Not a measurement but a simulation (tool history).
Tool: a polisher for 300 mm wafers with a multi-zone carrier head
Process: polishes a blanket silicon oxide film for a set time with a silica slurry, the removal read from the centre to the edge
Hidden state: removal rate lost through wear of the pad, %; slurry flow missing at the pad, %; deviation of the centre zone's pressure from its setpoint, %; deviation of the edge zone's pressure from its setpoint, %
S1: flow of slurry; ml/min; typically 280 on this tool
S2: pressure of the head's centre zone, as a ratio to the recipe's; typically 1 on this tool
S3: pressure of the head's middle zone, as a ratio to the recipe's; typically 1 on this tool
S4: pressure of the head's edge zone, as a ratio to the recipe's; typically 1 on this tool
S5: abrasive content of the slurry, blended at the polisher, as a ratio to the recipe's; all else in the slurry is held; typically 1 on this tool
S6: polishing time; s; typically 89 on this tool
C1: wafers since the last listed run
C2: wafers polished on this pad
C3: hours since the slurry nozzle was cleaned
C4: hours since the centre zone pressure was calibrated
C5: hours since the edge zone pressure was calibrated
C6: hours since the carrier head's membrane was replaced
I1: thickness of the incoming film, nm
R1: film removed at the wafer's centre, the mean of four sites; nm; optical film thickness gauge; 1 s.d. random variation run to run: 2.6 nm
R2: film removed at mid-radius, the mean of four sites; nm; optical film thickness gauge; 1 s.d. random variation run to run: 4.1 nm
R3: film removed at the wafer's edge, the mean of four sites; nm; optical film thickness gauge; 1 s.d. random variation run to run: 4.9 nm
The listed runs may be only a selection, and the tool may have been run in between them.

{"run": 1, "day": 0.0, "S1": 280, "S2": 1, "S3": 1, "S4": 1, "S5": 1, "S6": 99, "C1": 0, "C2": 2818, "C3": 70.3, "C4": 440, "C5": 174.7, "C6": 450.3, "I1": 1817.2, "R1": 416.9, "R2": 403.3, "R3": 396.3}
{"run": 2, "day": 5.217, "S1": 280, "S2": 1, "S3": 1, "S4": 1, "S5": 1, "S6": 99, "C1": 1172, "C2": 3991, "C3": 195.5, "C4": 565.2, "C5": 299.9, "C6": 575.5, "I1": 1840.7, "R1": 421.3, "R2": 389.5, "R3": 398.1}
{"run": 3, "day": 8.721, "S1": 280, "S2": 1, "S3": 1, "S4": 1, "S5": 1.1, "S6": 89, "C1": 787, "C2": 4779, "C3": 279.6, "C4": 649.3, "C5": 384, "C6": 659.6, "I1": 1834.5, "R1": 393.6, "R2": 359, "R3": 371.3}
{"day": 10.229, "done": "worn pad replaced by a new one"}
{"run": 4, "day": 10.396, "S1": 190, "S2": 1, "S3": 0.93, "S4": 1, "S5": 1, "S6": 113, "C1": 339, "C2": 37, "C3": 319.8, "C4": 689.5, "C5": 424.2, "C6": 699.8, "I1": 1859.6, "R1": 450, "R2": 391.8, "R3": 421.2}
{"day": 10.792, "done": "centre zone pressure recalibrated"}
{"day": 11.238, "done": "carrier head's membrane replaced by a new one"}
{"run": 5, "day": 12.033, "S1": 280, "S2": 1, "S3": 1.06, "S4": 1, "S5": 1, "S6": 89, "C1": 302, "C2": 339, "C3": 359.1, "C4": 29.8, "C5": 463.5, "C6": 19.1, "I1": 1857.8, "R1": 347.3, "R2": 354.8, "R3": 343.9}
{"day": 14.754, "done": "edge zone pressure recalibrated"}
{"run": 6, "day": 19.038, "S1": 250, "S2": 1, "S3": 0.93, "S4": 1, "S5": 1, "S6": 112, "C1": 1555, "C2": 1895, "C3": 527.2, "C4": 197.9, "C5": 102.8, "C6": 187.2, "I1": 1844.6, "R1": 416.5, "R2": 392.5, "R3": 424.1}
{"run": 7, "day": 21.929, "S1": 280, "S2": 1.06, "S3": 0.95, "S4": 1, "S5": 1, "S6": 113, "C1": 649, "C2": 2545, "C3": 596.6, "C4": 267.3, "C5": 172.2, "C6": 256.6, "I1": 1834.8, "R1": 448, "R2": 410.8, "R3": 428.3}
{"day": 22.267, "done": "slurry nozzle cleaned"}
{"run": 8, "day": 24.754, "S1": 280, "S2": 1, "S3": 0.96, "S4": 1, "S5": 1, "S6": 89, "C1": 625, "C2": 3171, "C3": 59.7, "C4": 335.1, "C5": 240, "C6": 324.4, "I1": 1864.2, "R1": 371, "R2": 354.5, "R3": 353.9}
{"run": 9, "day": 27.783, "S1": 200, "S2": 1.09, "S3": 1, "S4": 1, "S5": 1, "S6": 89, "C1": 680, "C2": 3851, "C3": 132.4, "C4": 407.8, "C5": 312.7, "C6": 397.1, "I1": 1845.6, "R1": 380.2, "R2": 340.8, "R3": 343.4}
{"day": 29.788, "done": "worn pad replaced by a new one"}
{"run": 10, "day": 31.212, "S1": 365, "S2": 1, "S3": 1, "S4": 1.03, "S5": 1, "S6": 67, "C1": 733, "C2": 320, "C3": 214.7, "C4": 490.1, "C5": 395, "C6": 479.4, "I1": 1848.6, "R1": 288.3, "R2": 279.5, "R3": 277.1}
{"run": 11, "day": 33.404, "S1": 280, "S2": 1, "S3": 1, "S4": 0.9, "S5": 1, "S6": 89, "C1": 492, "C2": 813, "C3": 267.3, "C4": 542.7, "C5": 447.6, "C6": 532, "I1": 1882.3, "R1": 373, "R2": 357, "R3": 335.7}
{"run": 12, "day": 35.292, "S1": 280, "S2": 1, "S3": 1.06, "S4": 1, "S5": 0.85, "S6": 89, "C1": 424, "C2": 1237, "C3": 312.6, "C4": 588, "C5": 492.9, "C6": 577.3, "I1": 1859, "R1": 347.8, "R2": 341.5, "R3": 322.6}
{"day": 35.921, "done": "centre zone pressure recalibrated"}
{"day": 37.008, "done": "carrier head's membrane replaced by a new one"}
{"day": 38.033, "done": "edge zone pressure recalibrated"}
{"run": 13, "day": 42.271, "S1": 280, "S2": 1, "S3": 1.11, "S4": 1.04, "S5": 0.8, "S6": 109, "C1": 1484, "C2": 2721, "C3": 480.1, "C4": 152.4, "C5": 101.7, "C6": 126.3, "I1": 1825.6, "R1": 385, "R2": 403.7, "R3": 398.7}
{"day": 46.033, "done": "slurry nozzle cleaned"}
{"run": 14, "day": 46.762, "S1": 280, "S2": 1.06, "S3": 0.95, "S4": 1, "S5": 1, "S6": 113, "C1": 1000, "C2": 3721, "C3": 17.5, "C4": 260.2, "C5": 209.5, "C6": 234.1, "I1": 1837.5, "R1": 495.1, "R2": 445.9, "R3": 462.1}
{"run": 15, "day": 48.608, "S1": 280, "S2": 1, "S3": 1.09, "S4": 1.04, "S5": 1, "S6": 114, "C1": 414, "C2": 4136, "C3": 61.8, "C4": 304.5, "C5": 253.8, "C6": 278.4, "I1": 1852.5, "R1": 470.7, "R2": 491.4, "R3": 462.8}
{"run": 16, "day": 50.946, "S1": 280, "S2": 1, "S3": 1, "S4": 1, "S5": 1, "S6": 89, "C1": 525, "C2": 4662, "C3": 117.9, "C4": 360.6, "C5": 309.9, "C6": 334.5, "I1": 1819.2, "R1": 369, "R2": 357.3, "R3": 357.1}
{"day": 51.729, "done": "worn pad replaced by a new one"}
{"run": 17, "day": 55.079, "S1": 280, "S2": 1, "S3": 0.96, "S4": 1, "S5": 0.9, "S6": 60, "C1": 891, "C2": 752, "C3": 217.1, "C4": 459.8, "C5": 409.1, "C6": 433.7, "I1": 1841.5, "R1": 238.1, "R2": 227.1, "R3": 231.5}
{"run": 18, "day": 57.454, "S1": 280, "S2": 0.95, "S3": 0.95, "S4": 1.06, "S5": 1, "S6": 89, "C1": 533, "C2": 1286, "C3": 274.1, "C4": 516.8, "C5": 466.1, "C6": 490.7, "I1": 1874.8, "R1": 353.9, "R2": 340.4, "R3": 369.9}
{"run": 19, "day": 59.079, "S1": 210, "S2": 1, "S3": 1, "S4": 1, "S5": 1, "S6": 64, "C1": 365, "C2": 1651, "C3": 313.1, "C4": 555.8, "C5": 505.1, "C6": 529.7, "I1": 1841.9, "R1": 251.3, "R2": 234.4, "R3": 250.6}
{"day": 61.425, "done": "edge zone pressure recalibrated"}
{"day": 61.596, "done": "carrier head's membrane replaced by a new one"}
{"run": 20, "day": 63.558, "S1": 280, "S2": 1, "S3": 1, "S4": 1, "S5": 1, "S6": 89, "C1": 949, "C2": 2600, "C3": 420.6, "C4": 663.3, "C5": 51.2, "C6": 47.1, "I1": 1853.1, "R1": 371.9, "R2": 348.7, "R3": 341.9}
{"run": 21, "day": 65.712, "S1": 280, "S2": 1, "S3": 1, "S4": 1, "S5": 1, "S6": 71, "C1": 484, "C2": 3084, "C3": 472.3, "C4": 715, "C5": 102.9, "C6": 98.8, "I1": 1869, "R1": 296, "R2": 272.3, "R3": 273.1}

Forecast each of these 4 alternatives for the next run:
{"run": "A", "day": 65.733, "S1": 380, "S2": 1, "S3": 1, "S4": 1, "S5": 1, "S6": 89, "C1": 4, "C2": 3089, "C3": 472.8, "C4": 715.5, "C5": 103.4, "C6": 99.3, "I1": 1854.8, "R1": "?", "R2": "?", "R3": "?"}
{"run": "B", "day": 65.733, "S1": 280, "S2": 1.05, "S3": 1, "S4": 1, "S5": 1, "S6": 59, "C1": 4, "C2": 3089, "C3": 472.8, "C4": 715.5, "C5": 103.4, "C6": 99.3, "I1": 1854.8, "R1": "?", "R2": "?", "R3": "?"}
{"run": "C", "day": 65.733, "S1": 350, "S2": 0.92, "S3": 0.89, "S4": 1, "S5": 1.15, "S6": 89, "C1": 4, "C2": 3089, "C3": 472.8, "C4": 715.5, "C5": 103.4, "C6": 99.3, "I1": 1854.8, "R1": "?", "R2": "?", "R3": "?"}
{"run": "D", "day": 65.733, "S1": 280, "S2": 1, "S3": 1, "S4": 1.08, "S5": 1, "S6": 59, "C1": 4, "C2": 3089, "C3": 472.8, "C4": 715.5, "C5": 103.4, "C6": 99.3, "I1": 1854.8, "R1": "?", "R2": "?", "R3": "?"}

run=A R1=391.3 R2=352.8 R3=351.4
run=B R1=258.3 R2=222.9 R3=224.9
run=C R1=374.1 R2=345.1 R3=367.2
run=D R1=245.9 R2=223 R3=233.5
The same runs, with their run-to-run variation unchanged, on a tool lacking any hidden condition would have given:
run=A R1=379.8 R2=370.3 R3=364.5
run=B R1=256 R2=238.3 R3=236.2
run=C R1=364.6 R2=363.7 R3=382
run=D R1=243.7 R2=238.3 R3=245.3
